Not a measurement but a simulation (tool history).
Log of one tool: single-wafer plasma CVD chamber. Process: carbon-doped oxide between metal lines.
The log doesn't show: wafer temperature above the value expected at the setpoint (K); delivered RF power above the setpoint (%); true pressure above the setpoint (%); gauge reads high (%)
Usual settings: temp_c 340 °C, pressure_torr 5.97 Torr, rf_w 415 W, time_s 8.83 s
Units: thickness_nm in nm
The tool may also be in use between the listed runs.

run,day,temp_c,pressure_torr,rf_w,time_s,wafers since the last listed run,hours since the last thermocouple change,hours since the last RF generator calibration,hours since the last manometer calibration,hours since the showerhead was replaced,hours since the gauge calibration,"read-back reference wafer on the same gauge, thickness_nm",thickness_nm
1,0,340,5.97,415,8.83,0,2021.5,1332,1117.6,7385.1,234.8,42.919,39.717
2,0.921,340,5.97,415,8.83,660,2043.6,1354.1,1139.7,7407.2,256.9,42.905,39.685
3,2.112,335,5.97,415,8.83,854,2072.2,1382.7,1168.3,7435.8,285.5,42.892,40.299
4,2.988,335,5.97,415,8.83,627,2093.2,1403.7,1189.3,7456.8,306.5,42.877,40.336
5,4.092,335,5.97,415,8.83,791,2119.7,1430.2,1215.8,7483.3,333,42.883,40.278
6,7.054,340,5.97,445,8.83,2123,2190.8,1501.3,1286.9,7554.4,404.1,42.908,42.078
7,7.696,340,5.97,415,8.83,460,2206.2,1516.7,1302.3,7569.8,419.5,42.901,39.221
# day 7.821: gauge calibrated
8,9.067,340,5.97,350,7.31,982,2239.1,1549.6,1335.2,7602.7,29.9,42.893,27.263
9,9.596,345,5.97,415,9.79,379,2251.8,1562.3,1347.9,7615.4,42.6,42.908,42.57
# day 10.208: capacitance manometer re-zeroed and calibrated
# day 10.608: showerhead replaced
# day 10.65: RF generator calibrated
10,10.762,329,5.97,340,7.1,327,2279.8,2.7,13.3,3.7,70.6,42.882,28.382
# day 11.867: thermocouple changed; heater temperature recalibrated
11,11.888,340,6.97,340,8.83,567,0.5,29.7,40.3,30.7,97.6,42.901,34.102
12,12.533,340,5.97,415,8.83,463,16,45.2,55.8,46.2,113.1,42.905,41.352
13,13.738,340,5.97,415,8.83,863,44.9,74.1,84.7,75.1,142,42.902,41.269
14,15.117,340,5.97,415,10.16,988,78,107.2,117.8,108.2,175.1,42.915,47.45
15,16.129,335,7.44,415,9.84,725,102.3,131.5,142.1,132.5,199.4,42.912,47.878

3 ways to go on from here, each from the tool as it stands after run 15. What would each give?
A,16.146,340,5.97,415,8.83,11,102.7,131.9,142.5,132.9,199.8,?,?
B,16.146,329,5.97,460,9.77,11,102.7,131.9,142.5,132.9,199.8,?,?
C,16.146,351,5.97,335,8.83,11,102.7,131.9,142.5,132.9,199.8,?,?

run,"read-back reference wafer on the same gauge, thickness_nm",thickness_nm
A,42.879,41.276
B,42.879,52.277
C,42.879,31.865
Without the tool's hidden state the same runs would have given:
run,thickness_nm
A,41.327
B,52.333
C,31.907

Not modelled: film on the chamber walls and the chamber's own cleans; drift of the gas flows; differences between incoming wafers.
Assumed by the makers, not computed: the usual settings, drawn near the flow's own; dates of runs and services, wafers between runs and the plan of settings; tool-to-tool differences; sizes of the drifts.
